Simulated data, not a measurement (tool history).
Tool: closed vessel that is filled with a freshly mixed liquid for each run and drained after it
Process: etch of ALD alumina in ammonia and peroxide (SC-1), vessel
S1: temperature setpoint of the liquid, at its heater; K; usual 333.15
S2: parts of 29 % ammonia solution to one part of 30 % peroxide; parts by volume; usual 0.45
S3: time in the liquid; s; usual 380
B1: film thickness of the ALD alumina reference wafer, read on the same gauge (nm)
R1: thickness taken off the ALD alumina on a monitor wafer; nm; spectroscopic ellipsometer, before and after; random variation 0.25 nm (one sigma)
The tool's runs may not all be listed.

{"run": 1, "hour": 0.0, "S1": 333.15, "S2": 0.45, "S3": 380, "B1": 130.02, "R1": 39.09}
{"run": 2, "hour": 43.4, "S1": 333.15, "S2": 0.45, "S3": 380, "B1": 129.97, "R1": 39.29}
{"hour": 80.0, "done": "thermometer replaced"}
{"run": 3, "hour": 89.0, "S1": 333.15, "S2": 0.45, "S3": 310, "B1": 130.01, "R1": 33.63}
{"hour": 99.6, "done": "new drum of ammonia solution connected"}
{"hour": 197.9, "done": "ammonia flow meter replaced"}
{"run": 4, "hour": 260.6, "S1": 333.15, "S2": 0.45, "S3": 310, "B1": 130.0, "R1": 33.79}
{"run": 5, "hour": 314.1, "S1": 333.15, "S2": 0.45, "S3": 310, "B1": 129.99, "R1": 33.47}
{"run": 6, "hour": 340.3, "S1": 333.15, "S2": 0.45, "S3": 380, "B1": 130.01, "R1": 40.75}
{"run": 7, "hour": 378.2, "S1": 330.65, "S2": 0.45, "S3": 380, "B1": 129.98, "R1": 36.68}
{"run": 8, "hour": 434.5, "S1": 333.15, "S2": 0.45, "S3": 380, "B1": 130.0, "R1": 41.0}
{"run": 9, "hour": 479.5, "S1": 333.15, "S2": 0.25, "S3": 380, "B1": 130.04, "R1": 39.89}
{"run": 10, "hour": 542.2, "S1": 333.15, "S2": 0.45, "S3": 380, "B1": 130.0, "R1": 41.3}
{"run": 11, "hour": 569.6, "S1": 333.15, "S2": 0.65, "S3": 380, "B1": 130.0, "R1": 42.57}
{"run": 12, "hour": 624.5, "S1": 337.65, "S2": 0.45, "S3": 380, "B1": 130.02, "R1": 52.72}
{"hour": 670.2, "done": "new drum of ammonia solution connected"}
{"hour": 676.4, "done": "thermometer replaced, repeated, since the last time left the tool worse"}
{"run": 13, "hour": 689.5, "S1": 339.65, "S2": 0.45, "S3": 605, "B1": 130.0, "R1": 80.94}
{"run": 14, "hour": 726.5, "S1": 342.15, "S2": 0.45, "S3": 175, "B1": 129.98, "R1": 26.17}
{"run": 15, "hour": 779.9, "S1": 333.15, "S2": 0.45, "S3": 380, "B1": 129.99, "R1": 35.98}
{"run": 16, "hour": 845.6, "S1": 336.65, "S2": 0.35, "S3": 380, "B1": 129.98, "R1": 42.59}
{"run": 17, "hour": 887.2, "S1": 333.15, "S2": 0.55, "S3": 320, "B1": 130.01, "R1": 31.45}
{"run": 18, "hour": 943.9, "S1": 339.65, "S2": 0.45, "S3": 380, "B1": 130.0, "R1": 50.93}
{"hour": 957.9, "done": "gauge calibrated"}
{"run": 19, "hour": 1013.1, "S1": 336.65, "S2": 0.3, "S3": 535, "B1": 129.98, "R1": 60.6}
{"run": 20, "hour": 1202.4, "S1": 333.15, "S2": 0.45, "S3": 380, "B1": 130.0, "R1": 36.85}
{"run": 21, "hour": 1250.3, "S1": 327.65, "S2": 0.35, "S3": 380, "B1": 129.98, "R1": 26.94}
{"run": 22, "hour": 1309.2, "S1": 333.15, "S2": 0.45, "S3": 570, "B1": 130.01, "R1": 56.01}
{"hour": 1324.7, "done": "new drum of ammonia solution connected"}
{"run": 23, "hour": 1348.6, "S1": 342.65, "S2": 0.4, "S3": 550, "B1": 129.99, "R1": 84.54}
{"run": 24, "hour": 1394.9, "S1": 327.15, "S2": 0.3, "S3": 315, "B1": 130.01, "R1": 22.03}
{"run": 25, "hour": 1447.5, "S1": 341.65, "S2": 0.4, "S3": 300, "B1": 130.01, "R1": 44.53}
{"run": 26, "hour": 1513.8, "S1": 333.15, "S2": 0.35, "S3": 565, "B1": 130.02, "R1": 54.51}
{"run": 27, "hour": 1580.7, "S1": 323.15, "S2": 0.55, "S3": 215, "B1": 129.98, "R1": 12.72}
{"run": 28, "hour": 1622.4, "S1": 333.15, "S2": 0.55, "S3": 210, "B1": 129.99, "R1": 21.28}
{"run": 29, "hour": 1733.0, "S1": 339.65, "S2": 0.3, "S3": 380, "B1": 129.98, "R1": 50.04}

4 ways to go on from here, each from the tool as it stands after run 29. What would each give?
{"run": "A", "hour": 1733.8, "S1": 333.15, "S2": 0.45, "S3": 260, "B1": "?", "R1": "?"}
{"run": "B", "hour": 1733.8, "S1": 333.15, "S2": 0.45, "S3": 205, "B1": "?", "R1": "?"}
{"run": "C", "hour": 1733.8, "S1": 338.15, "S2": 0.5, "S3": 440, "B1": "?", "R1": "?"}
{"run": "D", "hour": 1733.8, "S1": 333.15, "S2": 0.35, "S3": 380, "B1": "?", "R1": "?"}

run=A B1=130.01 R1=25.45
run=B B1=130.01 R1=20.07
run=C B1=130.01 R1=55.94
run=D B1=130.01 R1=36.32
Without the tool's hidden state the same runs would have given:
run=A R1=24.72
run=B R1=19.49
run=C R1=54.38
run=D R1=35.28
